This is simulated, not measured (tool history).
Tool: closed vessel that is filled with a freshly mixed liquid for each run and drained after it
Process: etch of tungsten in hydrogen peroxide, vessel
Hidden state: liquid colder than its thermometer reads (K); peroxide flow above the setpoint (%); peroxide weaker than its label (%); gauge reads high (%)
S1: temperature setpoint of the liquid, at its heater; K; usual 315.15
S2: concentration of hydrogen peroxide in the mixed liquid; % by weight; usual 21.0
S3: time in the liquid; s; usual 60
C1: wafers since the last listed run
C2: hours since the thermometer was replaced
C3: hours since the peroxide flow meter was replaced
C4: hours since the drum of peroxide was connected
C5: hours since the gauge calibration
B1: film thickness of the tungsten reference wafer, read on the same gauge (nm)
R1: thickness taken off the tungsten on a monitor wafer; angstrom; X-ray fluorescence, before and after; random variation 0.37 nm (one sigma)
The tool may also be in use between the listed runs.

{"run": 1, "hour": 0.0, "S1": 315.15, "S2": 21.0, "S3": 60, "C1": 0, "C2": 2054.5, "C3": 547.0, "C4": 674.0, "C5": 347.1, "B1": 100.02, "R1": 524.5}
{"run": 2, "hour": 14.0, "S1": 315.15, "S2": 21.0, "S3": 60, "C1": 959, "C2": 2068.5, "C3": 561.0, "C4": 688.0, "C5": 361.1, "B1": 100.0, "R1": 528.7}
{"run": 3, "hour": 42.9, "S1": 315.15, "S2": 21.0, "S3": 60, "C1": 1981, "C2": 2097.4, "C3": 589.9, "C4": 716.9, "C5": 390.0, "B1": 99.99, "R1": 527.4}
{"run": 4, "hour": 60.3, "S1": 315.15, "S2": 19.0, "S3": 60, "C1": 1192, "C2": 2114.8, "C3": 607.3, "C4": 734.3, "C5": 407.4, "B1": 99.99, "R1": 490.0}
{"run": 5, "hour": 90.0, "S1": 308.65, "S2": 21.0, "S3": 60, "C1": 2036, "C2": 2144.5, "C3": 637.0, "C4": 764.0, "C5": 437.1, "B1": 100.02, "R1": 340.7}
{"run": 6, "hour": 111.4, "S1": 308.65, "S2": 21.0, "S3": 60, "C1": 1467, "C2": 2165.9, "C3": 658.4, "C4": 785.4, "C5": 458.5, "B1": 99.99, "R1": 337.4}
{"run": 7, "hour": 147.0, "S1": 308.65, "S2": 21.0, "S3": 60, "C1": 2440, "C2": 2201.5, "C3": 694.0, "C4": 821.0, "C5": 494.1, "B1": 100.01, "R1": 335.8}
{"run": 8, "hour": 173.1, "S1": 315.15, "S2": 21.0, "S3": 60, "C1": 1789, "C2": 2227.6, "C3": 720.1, "C4": 847.1, "C5": 520.2, "B1": 99.99, "R1": 513.8}
{"run": 9, "hour": 191.6, "S1": 315.15, "S2": 21.0, "S3": 60, "C1": 1268, "C2": 2246.1, "C3": 738.6, "C4": 865.6, "C5": 538.7, "B1": 99.98, "R1": 519.5}
{"run": 10, "hour": 223.3, "S1": 315.15, "S2": 26.0, "S3": 60, "C1": 2173, "C2": 2277.8, "C3": 770.3, "C4": 897.3, "C5": 570.4, "B1": 100.04, "R1": 570.2}
{"run": 11, "hour": 245.6, "S1": 315.15, "S2": 26.0, "S3": 60, "C1": 1528, "C2": 2300.1, "C3": 792.6, "C4": 919.6, "C5": 592.7, "B1": 100.03, "R1": 570.7}
{"hour": 263.8, "done": "thermometer replaced"}
{"run": 12, "hour": 273.7, "S1": 315.15, "S2": 26.0, "S3": 60, "C1": 1857, "C2": 9.9, "C3": 820.7, "C4": 947.7, "C5": 620.8, "B1": 99.99, "R1": 654.4}
{"run": 13, "hour": 299.0, "S1": 315.15, "S2": 21.0, "S3": 70, "C1": 1734, "C2": 35.2, "C3": 846.0, "C4": 973.0, "C5": 646.1, "B1": 99.98, "R1": 685.5}
{"run": 14, "hour": 316.6, "S1": 315.15, "S2": 21.0, "S3": 60, "C1": 1206, "C2": 52.8, "C3": 863.6, "C4": 990.6, "C5": 663.7, "B1": 100.03, "R1": 589.3}
{"run": 15, "hour": 331.4, "S1": 318.15, "S2": 27.0, "S3": 60, "C1": 1014, "C2": 67.6, "C3": 878.4, "C4": 1005.4, "C5": 678.5, "B1": 100.0, "R1": 809.7}
{"run": 16, "hour": 356.5, "S1": 315.15, "S2": 21.0, "S3": 60, "C1": 1720, "C2": 92.7, "C3": 903.5, "C4": 1030.5, "C5": 703.6, "B1": 100.0, "R1": 591.5}
{"run": 17, "hour": 377.4, "S1": 315.15, "S2": 26.0, "S3": 90, "C1": 1432, "C2": 113.6, "C3": 924.4, "C4": 1051.4, "C5": 724.5, "B1": 100.01, "R1": 980.4}
{"run": 18, "hour": 397.7, "S1": 308.15, "S2": 21.0, "S3": 60, "C1": 1391, "C2": 133.9, "C3": 944.7, "C4": 1071.7, "C5": 744.8, "B1": 99.99, "R1": 363.5}
{"run": 19, "hour": 414.8, "S1": 308.15, "S2": 19.0, "S3": 90, "C1": 1172, "C2": 151.0, "C3": 961.8, "C4": 1088.8, "C5": 761.9, "B1": 99.98, "R1": 530.0}
{"run": 20, "hour": 522.5, "S1": 310.65, "S2": 21.0, "S3": 45, "C1": 7383, "C2": 258.7, "C3": 1069.5, "C4": 1196.5, "C5": 869.6, "B1": 100.0, "R1": 324.2}
{"run": 21, "hour": 540.6, "S1": 322.15, "S2": 15.0, "S3": 30, "C1": 1240, "C2": 276.8, "C3": 1087.6, "C4": 1214.6, "C5": 887.7, "B1": 99.99, "R1": 379.5}
{"hour": 551.4, "done": "peroxide flow meter replaced"}
{"run": 22, "hour": 562.9, "S1": 322.15, "S2": 15.0, "S3": 30, "C1": 1460, "C2": 299.1, "C3": 11.5, "C4": 1236.9, "C5": 910.0, "B1": 99.99, "R1": 381.3}
{"hour": 565.7, "done": "gauge calibrated"}
{"run": 23, "hour": 577.4, "S1": 312.15, "S2": 23.5, "S3": 85, "C1": 994, "C2": 313.6, "C3": 26.0, "C4": 1251.4, "C5": 11.7, "B1": 100.02, "R1": 712.4}
{"hour": 580.0, "done": "new drum of peroxide connected"}
{"run": 24, "hour": 599.7, "S1": 315.15, "S2": 21.0, "S3": 60, "C1": 1460, "C2": 335.9, "C3": 48.3, "C4": 19.7, "C5": 34.0, "B1": 100.02, "R1": 574.2}
{"run": 25, "hour": 623.0, "S1": 323.15, "S2": 21.0, "S3": 75, "C1": 1597, "C2": 359.2, "C3": 71.6, "C4": 43.0, "C5": 57.3, "B1": 99.99, "R1": 1192.1}
{"run": 26, "hour": 650.3, "S1": 322.65, "S2": 27.0, "S3": 30, "C1": 1871, "C2": 386.5, "C3": 98.9, "C4": 70.3, "C5": 84.6, "B1": 100.01, "R1": 529.1}
{"run": 27, "hour": 671.5, "S1": 315.15, "S2": 25.5, "S3": 80, "C1": 1453, "C2": 407.7, "C3": 120.1, "C4": 91.5, "C5": 105.8, "B1": 99.98, "R1": 849.1}
{"run": 28, "hour": 768.2, "S1": 309.65, "S2": 26.0, "S3": 60, "C1": 6629, "C2": 504.4, "C3": 216.8, "C4": 188.2, "C5": 202.5, "B1": 99.99, "R1": 443.0}
{"run": 29, "hour": 792.8, "S1": 315.15, "S2": 15.0, "S3": 60, "C1": 1686, "C2": 529.0, "C3": 241.4, "C4": 212.8, "C5": 227.1, "B1": 100.02, "R1": 478.2}

The tool's hidden state at each run:
peroxide flow above the setpoint (%): 0 in every run
peroxide weaker than its label (%): 0 in every run
gauge reads high (%): 0 in every run
H1: liquid colder than its thermometer reads (K)
run=1 H1=2.01
run=2 H1=2.02
run=3 H1=2.05
run=4 H1=2.06
run=5 H1=2.09
run=6 H1=2.11
run=7 H1=2.15
run=8 H1=2.17
run=9 H1=2.19
run=10 H1=2.22
run=11 H1=2.24
run=12 H1=0.142
run=13 H1=0.167
run=14 H1=0.184
run=15 H1=0.198
run=16 H1=0.222
run=17 H1=0.242
run=18 H1=0.262
run=19 H1=0.278
run=20 H1=0.381
run=21 H1=0.399
run=22 H1=0.42
run=23 H1=0.434
run=24 H1=0.456
run=25 H1=0.478
run=26 H1=0.504
run=27 H1=0.525
run=28 H1=0.617
run=29 H1=0.641

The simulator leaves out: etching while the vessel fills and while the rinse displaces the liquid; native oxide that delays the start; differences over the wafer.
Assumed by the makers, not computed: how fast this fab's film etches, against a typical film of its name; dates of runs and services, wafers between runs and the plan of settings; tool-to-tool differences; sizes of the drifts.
